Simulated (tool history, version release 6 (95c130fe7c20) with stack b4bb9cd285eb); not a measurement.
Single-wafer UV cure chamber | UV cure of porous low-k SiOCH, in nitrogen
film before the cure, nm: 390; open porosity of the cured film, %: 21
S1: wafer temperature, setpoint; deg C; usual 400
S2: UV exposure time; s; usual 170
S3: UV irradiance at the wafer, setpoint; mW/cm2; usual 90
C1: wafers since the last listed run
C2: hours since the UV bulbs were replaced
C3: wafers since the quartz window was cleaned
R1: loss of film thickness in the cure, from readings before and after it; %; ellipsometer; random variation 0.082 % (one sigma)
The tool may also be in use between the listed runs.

{"run": 1, "hour": 0.0, "S1": 400, "S2": 240, "S3": 111, "C1": 0, "C2": 1339, "C3": 215, "R1": 12.409}
{"run": 2, "hour": 21.0, "S1": 400, "S2": 240, "S3": 111, "C1": 137, "C2": 1360, "C3": 352, "R1": 12.442}
{"run": 3, "hour": 48.1, "S1": 400, "S2": 170, "S3": 90, "C1": 176, "C2": 1387.1, "C3": 529, "R1": 9.759}
{"run": 4, "hour": 69.8, "S1": 400, "S2": 170, "S3": 90, "C1": 141, "C2": 1408.8, "C3": 671, "R1": 9.665}
{"run": 5, "hour": 99.4, "S1": 400, "S2": 170, "S3": 90, "C1": 193, "C2": 1438.4, "C3": 864, "R1": 9.439}
{"run": 6, "hour": 111.9, "S1": 400, "S2": 170, "S3": 90, "C1": 81, "C2": 1450.9, "C3": 946, "R1": 9.703}
{"run": 7, "hour": 132.3, "S1": 400, "S2": 170, "S3": 90, "C1": 133, "C2": 1471.3, "C3": 1079, "R1": 9.401}
{"hour": 170.6, "done": "quartz window cleaned"}
{"run": 8, "hour": 225.6, "S1": 400, "S2": 170, "S3": 90, "C1": 557, "C2": 1564.6, "C3": 358, "R1": 9.649}
{"run": 9, "hour": 251.1, "S1": 400, "S2": 170, "S3": 90, "C1": 166, "C2": 1590.1, "C3": 525, "R1": 9.782}
{"run": 10, "hour": 286.2, "S1": 415, "S2": 250, "S3": 90, "C1": 229, "C2": 1625.2, "C3": 754, "R1": 11.564}
{"run": 11, "hour": 319.3, "S1": 415, "S2": 250, "S3": 90, "C1": 216, "C2": 1658.3, "C3": 970, "R1": 11.652}
{"run": 12, "hour": 351.1, "S1": 400, "S2": 170, "S3": 90, "C1": 207, "C2": 1690.1, "C3": 1178, "R1": 9.357}
{"run": 13, "hour": 371.0, "S1": 400, "S2": 170, "S3": 90, "C1": 129, "C2": 1710, "C3": 1308, "R1": 9.306}
{"hour": 393.3, "done": "quartz window cleaned"}
{"run": 14, "hour": 400.1, "S1": 400, "S2": 170, "S3": 119, "C1": 137, "C2": 1739.1, "C3": 44, "R1": 11.184}
{"run": 15, "hour": 421.7, "S1": 400, "S2": 170, "S3": 119, "C1": 141, "C2": 1760.7, "C3": 185, "R1": 11.312}
{"run": 16, "hour": 456.7, "S1": 400, "S2": 170, "S3": 119, "C1": 228, "C2": 1795.7, "C3": 414, "R1": 11.012}
{"run": 17, "hour": 481.4, "S1": 400, "S2": 225, "S3": 90, "C1": 161, "C2": 1820.4, "C3": 575, "R1": 10.992}
{"run": 18, "hour": 499.8, "S1": 400, "S2": 200, "S3": 90, "C1": 120, "C2": 1838.8, "C3": 695, "R1": 10.44}
{"run": 19, "hour": 513.5, "S1": 400, "S2": 200, "S3": 90, "C1": 89, "C2": 1852.5, "C3": 785, "R1": 10.439}
{"run": 20, "hour": 525.8, "S1": 400, "S2": 170, "S3": 104, "C1": 80, "C2": 1864.8, "C3": 865, "R1": 10.319}
{"run": 21, "hour": 540.0, "S1": 405, "S2": 215, "S3": 61, "C1": 92, "C2": 1879, "C3": 958, "R1": 9.1}
{"run": 22, "hour": 569.7, "S1": 380, "S2": 140, "S3": 75, "C1": 193, "C2": 1908.7, "C3": 1152, "R1": 7.617}
{"run": 23, "hour": 595.5, "S1": 389, "S2": 230, "S3": 59, "C1": 168, "C2": 1934.5, "C3": 1320, "R1": 8.661}
{"hour": 649.3, "done": "quartz window cleaned"}
{"run": 24, "hour": 663.1, "S1": 406, "S2": 235, "S3": 90, "C1": 389, "C2": 2002.1, "C3": 89, "R1": 11.488}
{"run": 25, "hour": 705.6, "S1": 381, "S2": 130, "S3": 107, "C1": 277, "C2": 2044.6, "C3": 367, "R1": 9.007}
{"hour": 782.0, "done": "UV bulbs replaced"}
{"run": 26, "hour": 811.2, "S1": 400, "S2": 170, "S3": 119, "C1": 637, "C2": 29.2, "C3": 1004, "R1": 10.576}
{"run": 27, "hour": 825.0, "S1": 400, "S2": 170, "S3": 90, "C1": 90, "C2": 43, "C3": 1094, "R1": 9.456}
{"run": 28, "hour": 857.6, "S1": 400, "S2": 100, "S3": 79, "C1": 212, "C2": 75.6, "C3": 1307, "R1": 6.587}
{"run": 29, "hour": 891.6, "S1": 400, "S2": 170, "S3": 55, "C1": 222, "C2": 109.6, "C3": 1529, "R1": 7.148}
{"hour": 904.8, "done": "quartz window cleaned"}
{"run": 30, "hour": 910.9, "S1": 400, "S2": 225, "S3": 90, "C1": 73, "C2": 128.9, "C3": 39, "R1": 11.11}
{"run": 31, "hour": 925.8, "S1": 400, "S2": 170, "S3": 60, "C1": 97, "C2": 143.8, "C3": 137, "R1": 8.146}
{"run": 32, "hour": 954.1, "S1": 400, "S2": 170, "S3": 74, "C1": 184, "C2": 172.1, "C3": 322, "R1": 8.923}
{"run": 33, "hour": 984.5, "S1": 400, "S2": 170, "S3": 90, "C1": 198, "C2": 202.5, "C3": 520, "R1": 9.722}
{"run": 34, "hour": 1011.2, "S1": 400, "S2": 170, "S3": 119, "C1": 174, "C2": 229.2, "C3": 694, "R1": 10.887}
{"run": 35, "hour": 1023.4, "S1": 414, "S2": 170, "S3": 90, "C1": 79, "C2": 241.4, "C3": 774, "R1": 9.865}
{"run": 36, "hour": 1054.5, "S1": 400, "S2": 170, "S3": 90, "C1": 203, "C2": 272.5, "C3": 977, "R1": 9.435}
{"run": 37, "hour": 1085.6, "S1": 415, "S2": 130, "S3": 58, "C1": 203, "C2": 303.6, "C3": 1180, "R1": 6.755}
{"run": 38, "hour": 1113.7, "S1": 400, "S2": 170, "S3": 90, "C1": 183, "C2": 331.7, "C3": 1364, "R1": 9.298}
{"run": 39, "hour": 1142.0, "S1": 414, "S2": 110, "S3": 90, "C1": 184, "C2": 360, "C3": 1549, "R1": 7.665}

Hidden state at the last listed run before each entry between runs and at the first one after, where it differs:
Between runs 7 and 8: quartz window cleaned (hour 170.6)
  transmission lost against a clean window, %: 10.5 -> 4.52
  measured less the result without the state, R1: -0.485 -> -0.203 %
Between runs 13 and 14: quartz window cleaned (hour 393.3)
  transmission lost against a clean window, %: 13.1 -> 0.655
  measured less the result without the state, R1: -0.615 -> -0.03 %
Between runs 23 and 24: quartz window cleaned (hour 649.3)
  transmission lost against a clean window, %: 12.2 -> 1.76
  measured less the result without the state, R1: -0.559 -> -0.082 %
Between runs 25 and 26: UV bulbs replaced (hour 782)
  transmission lost against a clean window, %: 4.26 -> 10.5
  measured less the result without the state, R1: -0.188 -> -0.497 %
Between runs 29 and 30: quartz window cleaned (hour 904.8)
  transmission lost against a clean window, %: 15.2 -> 1.93
  measured less the result without the state, R1: -0.681 -> -0.089 %
